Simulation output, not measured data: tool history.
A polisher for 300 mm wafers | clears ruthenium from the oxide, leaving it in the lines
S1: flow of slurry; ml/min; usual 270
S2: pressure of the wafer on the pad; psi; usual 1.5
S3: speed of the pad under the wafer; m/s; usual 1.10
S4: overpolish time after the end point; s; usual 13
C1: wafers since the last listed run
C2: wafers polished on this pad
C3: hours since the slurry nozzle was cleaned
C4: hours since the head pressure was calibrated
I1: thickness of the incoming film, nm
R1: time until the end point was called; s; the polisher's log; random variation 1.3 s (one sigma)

| run | hour | S1 | S2 | S3 | S4 | C1 | C2 | C3 | C4 | I1 | R1 |
|---|---|---|---|---|---|---|---|---|---|---|---|
| 1 | 0.0 | 270 | 1.6 | 1.10 | 11 | 0 | 787 | 455.1 | 967.4 | 74.9 | 74.2 |
| 2 | 10.7 | 270 | 1.6 | 1.10 | 11 | 71 | 858 | 465.8 | 978.1 | 74.2 | 72.1 |
| 3 | 16.8 | 270 | 1.6 | 1.10 | 11 | 40 | 899 | 471.9 | 984.2 | 75.9 | 75.2 |
| 4 | 29.8 | 270 | 1.5 | 1.10 | 13 | 86 | 985 | 484.9 | 997.2 | 75.9 | 83.6 |
|  | 46.7 | worn pad replaced by a new one |
| 5 | 47.1 | 270 | 1.5 | 1.10 | 13 | 88 | 2 | 502.2 | 1014.5 | 74.1 | 70.2 |
| 6 | 58.6 | 270 | 1.5 | 1.10 | 13 | 76 | 78 | 513.7 | 1026.0 | 76.4 | 75.3 |
| 7 | 68.4 | 270 | 1.5 | 1.10 | 19 | 65 | 143 | 523.5 | 1035.8 | 74.9 | 73.5 |
| 8 | 81.0 | 270 | 1.5 | 1.28 | 13 | 83 | 227 | 536.1 | 1048.4 | 73.4 | 61.4 |
| 9 | 92.1 | 270 | 1.5 | 1.28 | 13 | 73 | 301 | 547.2 | 1059.5 | 74.2 | 63.8 |
| 10 | 107.5 | 270 | 1.5 | 1.28 | 13 | 102 | 403 | 562.6 | 1074.9 | 74.7 | 62.7 |
| 11 | 114.3 | 270 | 1.5 | 1.10 | 13 | 45 | 448 | 569.4 | 1081.7 | 75.2 | 75.2 |
| 12 | 122.0 | 270 | 1.5 | 1.10 | 13 | 51 | 499 | 577.1 | 1089.4 | 74.0 | 75.6 |
| 13 | 128.7 | 270 | 1.5 | 1.26 | 13 | 44 | 544 | 583.8 | 1096.1 | 75.2 | 67.0 |
| 14 | 141.6 | 295 | 1.5 | 1.10 | 13 | 85 | 629 | 596.7 | 1109.0 | 73.8 | 75.7 |
| 15 | 157.1 | 295 | 1.5 | 1.10 | 13 | 102 | 732 | 612.2 | 1124.5 | 75.3 | 74.8 |
| 16 | 174.9 | 270 | 1.5 | 1.10 | 7 | 118 | 851 | 630.0 | 1142.3 | 75.2 | 80.5 |
| 17 | 190.7 | 270 | 1.5 | 1.10 | 13 | 104 | 956 | 645.8 | 1158.1 | 74.7 | 82.1 |
|  | 201.4 | worn pad replaced by a new one |
| 18 | 201.9 | 270 | 1.5 | 0.80 | 13 | 47 | 3 | 657.0 | 1169.3 | 74.9 | 99.6 |
| 19 | 207.3 | 270 | 1.5 | 0.80 | 13 | 35 | 39 | 662.4 | 1174.7 | 75.4 | 99.2 |
|  | 213.4 | head pressure recalibrated |
| 20 | 224.6 | 270 | 1.5 | 0.80 | 13 | 101 | 141 | 679.7 | 11.2 | 74.4 | 100.8 |
| 21 | 238.4 | 270 | 1.5 | 1.10 | 6 | 91 | 232 | 693.5 | 25.0 | 74.1 | 73.2 |
| 22 | 245.4 | 270 | 1.9 | 0.76 | 15 | 46 | 279 | 700.5 | 32.0 | 75.3 | 82.9 |
| 23 | 252.4 | 270 | 1.5 | 1.00 | 13 | 46 | 325 | 707.5 | 39.0 | 74.9 | 80.7 |
| 24 | 260.3 | 270 | 1.5 | 1.10 | 13 | 52 | 378 | 715.4 | 46.9 | 73.7 | 74.1 |
| 25 | 268.3 | 330 | 1.3 | 1.10 | 13 | 53 | 431 | 723.4 | 54.9 | 76.2 | 86.0 |
| 26 | 283.4 | 270 | 1.5 | 0.90 | 10 | 100 | 531 | 738.5 | 70.0 | 74.8 | 89.6 |
| 27 | 319.3 | 360 | 1.8 | 1.42 | 13 | 238 | 770 | 774.4 | 105.9 | 74.8 | 49.1 |
| 28 | 327.0 | 315 | 1.1 | 1.40 | 5 | 51 | 821 | 782.1 | 113.6 | 76.2 | 84.2 |
|  | 336.4 | worn pad replaced by a new one, of another model than before |
| 29 | 336.9 | 270 | 1.5 | 0.90 | 13 | 39 | 3 | 792.0 | 123.5 | 74.5 | 85.0 |
|  | 353.4 | slurry nozzle cleaned |
| 30 | 377.2 | 210 | 1.3 | 0.88 | 10 | 261 | 264 | 23.8 | 163.8 | 74.6 | 94.9 |
| 31 | 393.8 | 270 | 1.8 | 1.10 | 15 | 110 | 374 | 40.4 | 180.4 | 74.7 | 65.8 |
| 32 | 411.2 | 270 | 1.5 | 1.10 | 13 | 115 | 490 | 57.8 | 197.8 | 75.4 | 76.0 |
| 33 | 427.6 | 295 | 1.5 | 1.42 | 13 | 108 | 599 | 74.2 | 214.2 | 75.8 | 64.2 |
| 34 | 444.9 | 270 | 1.3 | 0.96 | 8 | 114 | 713 | 91.5 | 231.5 | 74.5 | 92.1 |
| 35 | 458.3 | 270 | 1.5 | 1.10 | 13 | 88 | 802 | 104.9 | 244.9 | 76.0 | 81.7 |
| 36 | 472.6 | 270 | 1.2 | 1.10 | 16 | 94 | 897 | 119.2 | 259.2 | 75.1 | 89.0 |

5 ways to go on from here, each from the tool as it stands after run 36. What would each give?
| A | 473.1 | 235 | 1.5 | 1.10 | 13 | 3 | 901 | 119.7 | 259.7 | 75.6 | ? |
| B | 473.1 | 185 | 1.5 | 1.10 | 11 | 3 | 901 | 119.7 | 259.7 | 75.6 | ? |
| C | 473.1 | 270 | 1.5 | 0.78 | 6 | 3 | 901 | 119.7 | 259.7 | 75.6 | ? |
| D | 473.1 | 330 | 1.2 | 1.20 | 10 | 3 | 901 | 119.7 | 259.7 | 75.6 | ? |
| E | 473.1 | 190 | 1.5 | 0.84 | 13 | 3 | 901 | 119.7 | 259.7 | 75.6 | ? |

| run | R1 |
|---|---|
| A | 81.4 |
| B | 85.1 |
| C | 98.9 |
| D | 84.2 |
| E | 100.4 |
Without the tool's hidden state the same runs would have given:
| run | R1 |
|---|---|
| A | 73.9 |
| B | 77.3 |
| C | 89.9 |
| D | 76.5 |
| E | 91.2 |
